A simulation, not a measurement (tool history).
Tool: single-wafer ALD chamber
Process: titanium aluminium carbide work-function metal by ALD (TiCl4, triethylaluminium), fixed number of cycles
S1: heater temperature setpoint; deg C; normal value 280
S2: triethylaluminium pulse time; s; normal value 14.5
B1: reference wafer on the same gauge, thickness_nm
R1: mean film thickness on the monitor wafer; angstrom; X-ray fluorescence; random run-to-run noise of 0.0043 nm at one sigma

run,hour,S1,S2,B1,R1
1,0,280,14.5,1.84,17.55
2,28.6,280,14.5,1.841,17.64
3,56.7,271,14.5,1.839,16.86
4,71.4,271,14.5,1.841,16.99
5,85.1,280,14.5,1.841,17.6
6,101.2,280,18.51,1.838,17.63
7,130.9,280,18.51,1.84,17.62
# hour 150: triethylaluminium bottle replaced
8,158.3,269,14.5,1.839,16.82
9,183.9,280,18.72,1.841,17.62
# hour 212.9: gauge calibrated
# hour 214.6: thermocouple changed; heater temperature recalibrated
10,215.4,280,16.12,1.839,17.16
11,237.6,285,16.33,1.839,17.51
12,258.8,280,9.69,1.84,16.68
# hour 286.3: showerhead replaced, of another model than before
13,290.8,280,16.76,1.839,17.19
14,316.3,280,19.06,1.842,17.18
15,342.1,280,18.51,1.839,17.3
16,358.7,280,14.5,1.839,17.3
17,392.2,268,18.44,1.839,16.58

5 options for the next run, each taken on its own from the tool as it stands now. Forecast them:
A,392.6,280,14.5,?,?
B,392.6,290,17.35,?,?
C,392.6,288,16.45,?,?
D,392.6,285,10.76,?,?
E,392.6,280,9.99,?,?

run,B1,R1
A,1.841,17.18
B,1.841,17.93
C,1.841,17.78
D,1.841,17.41
E,1.841,17.03
With no hidden state in the tool, these same runs would have given:
run,R1
A,17.02
B,17.77
C,17.62
D,17.26
E,16.87
